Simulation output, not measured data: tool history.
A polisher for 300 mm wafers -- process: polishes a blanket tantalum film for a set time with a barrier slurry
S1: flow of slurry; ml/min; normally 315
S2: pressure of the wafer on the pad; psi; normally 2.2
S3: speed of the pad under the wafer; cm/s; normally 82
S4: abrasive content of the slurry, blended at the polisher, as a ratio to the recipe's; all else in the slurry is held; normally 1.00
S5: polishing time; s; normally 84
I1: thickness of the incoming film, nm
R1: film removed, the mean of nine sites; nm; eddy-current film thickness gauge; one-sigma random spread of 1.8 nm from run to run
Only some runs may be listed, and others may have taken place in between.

| run | day | S1 | S2 | S3 | S4 | S5 | I1 | R1 |
|---|---|---|---|---|---|---|---|---|
| 1 | 0.000 | 315 | 2.2 | 82 | 1.00 | 84 | 401.5 | 131.8 |
| 2 | 0.658 | 315 | 2.2 | 82 | 1.00 | 84 | 404.7 | 131.4 |
| 3 | 1.950 | 315 | 2.2 | 82 | 1.00 | 84 | 397.8 | 127.4 |
|  | 2.538 | worn pad replaced by a new one |
| 4 | 2.792 | 315 | 2.2 | 82 | 1.00 | 84 | 400.7 | 125.5 |
|  | 2.846 | slurry nozzle cleaned |
| 5 | 3.462 | 315 | 2.2 | 82 | 0.85 | 72 | 402.3 | 97.2 |
|  | 4.342 | slurry blender recalibrated |
| 6 | 4.762 | 315 | 2.2 | 82 | 0.85 | 72 | 394.9 | 108.9 |
| 7 | 5.900 | 315 | 2.2 | 82 | 0.85 | 72 | 405.0 | 108.7 |
| 8 | 7.283 | 315 | 2.2 | 82 | 1.00 | 84 | 398.9 | 134.4 |
| 9 | 8.488 | 315 | 2.2 | 82 | 1.00 | 84 | 398.4 | 135.2 |
| 10 | 9.571 | 280 | 2.2 | 82 | 1.00 | 84 | 398.6 | 133.5 |
|  | 9.738 | worn pad replaced by a new one |
| 11 | 10.575 | 280 | 2.2 | 82 | 1.00 | 84 | 400.7 | 133.3 |
| 12 | 12.025 | 280 | 2.2 | 82 | 1.00 | 84 | 402.4 | 134.7 |
|  | 12.379 | head pressure recalibrated |
| 13 | 13.217 | 315 | 2.2 | 82 | 1.00 | 84 | 400.7 | 132.5 |
|  | 13.654 | slurry nozzle cleaned |
| 14 | 14.025 | 315 | 2.2 | 82 | 1.00 | 84 | 393.0 | 132.6 |
| 15 | 14.967 | 315 | 2.2 | 82 | 1.00 | 84 | 399.4 | 128.3 |
|  | 16.567 | worn pad replaced by a new one |
| 16 | 17.512 | 315 | 2.2 | 82 | 1.00 | 84 | 401.2 | 126.5 |
| 17 | 18.421 | 315 | 2.2 | 82 | 1.00 | 84 | 396.3 | 125.4 |
|  | 18.838 | slurry blender recalibrated |
| 18 | 19.688 | 315 | 2.8 | 82 | 1.00 | 100 | 399.8 | 201.4 |
| 19 | 20.958 | 315 | 2.2 | 60 | 1.00 | 84 | 405.0 | 99.0 |
| 20 | 21.912 | 315 | 2.2 | 96 | 1.00 | 84 | 401.7 | 160.8 |
| 21 | 22.883 | 315 | 2.9 | 96 | 0.70 | 102 | 404.8 | 211.9 |
|  | 23.112 | worn pad replaced by a new one |
| 22 | 23.529 | 215 | 2.5 | 108 | 1.00 | 73 | 400.3 | 167.4 |
| 23 | 24.329 | 315 | 2.2 | 82 | 0.85 | 72 | 400.7 | 107.9 |
|  | 25.075 | slurry nozzle cleaned |
| 24 | 25.533 | 315 | 2.2 | 82 | 1.00 | 84 | 397.7 | 132.0 |
| 25 | 26.754 | 315 | 2.2 | 82 | 1.00 | 57 | 407.5 | 91.2 |
| 26 | 27.508 | 315 | 2.2 | 82 | 1.00 | 96 | 404.1 | 150.6 |
| 27 | 28.642 | 265 | 1.6 | 72 | 1.10 | 84 | 397.5 | 91.4 |
| 28 | 29.717 | 345 | 2.2 | 98 | 1.20 | 64 | 404.5 | 126.2 |
|  | 30.875 | worn pad replaced by a new one |
| 29 | 31.004 | 315 | 2.7 | 108 | 1.00 | 76 | 399.0 | 183.7 |
| 30 | 32.362 | 260 | 2.2 | 100 | 0.70 | 93 | 393.7 | 141.1 |

What was the tool's hidden state at every run in the log?
removal rate lost through wear of the pad, %: 0, the same for each run
slurry flow missing at the pad, %: 0, the same for each run
deviation of the head's pressure from its setpoint, %: 0, the same for each run
H1: abrasive missing from the slurry, %
| run | H1 |
|---|---|
| 1 | 13.1 |
| 2 | 14.2 |
| 3 | 16.6 |
| 4 | 18.3 |
| 5 | 19.8 |
| 6 | 0.877 |
| 7 | 1.06 |
| 8 | 1.58 |
| 9 | 2.3 |
| 10 | 3.14 |
| 11 | 4.1 |
| 12 | 5.79 |
| 13 | 7.43 |
| 14 | 8.69 |
| 15 | 10.3 |
| 16 | 15.3 |
| 17 | 17.4 |
| 18 | 0.72 |
| 19 | 1.04 |
| 20 | 1.45 |
| 21 | 2.03 |
| 22 | 2.5 |
| 23 | 3.18 |
| 24 | 4.4 |
| 25 | 5.89 |
| 26 | 6.94 |
| 27 | 8.68 |
| 28 | 10.5 |
| 29 | 13 |
| 30 | 15.9 |

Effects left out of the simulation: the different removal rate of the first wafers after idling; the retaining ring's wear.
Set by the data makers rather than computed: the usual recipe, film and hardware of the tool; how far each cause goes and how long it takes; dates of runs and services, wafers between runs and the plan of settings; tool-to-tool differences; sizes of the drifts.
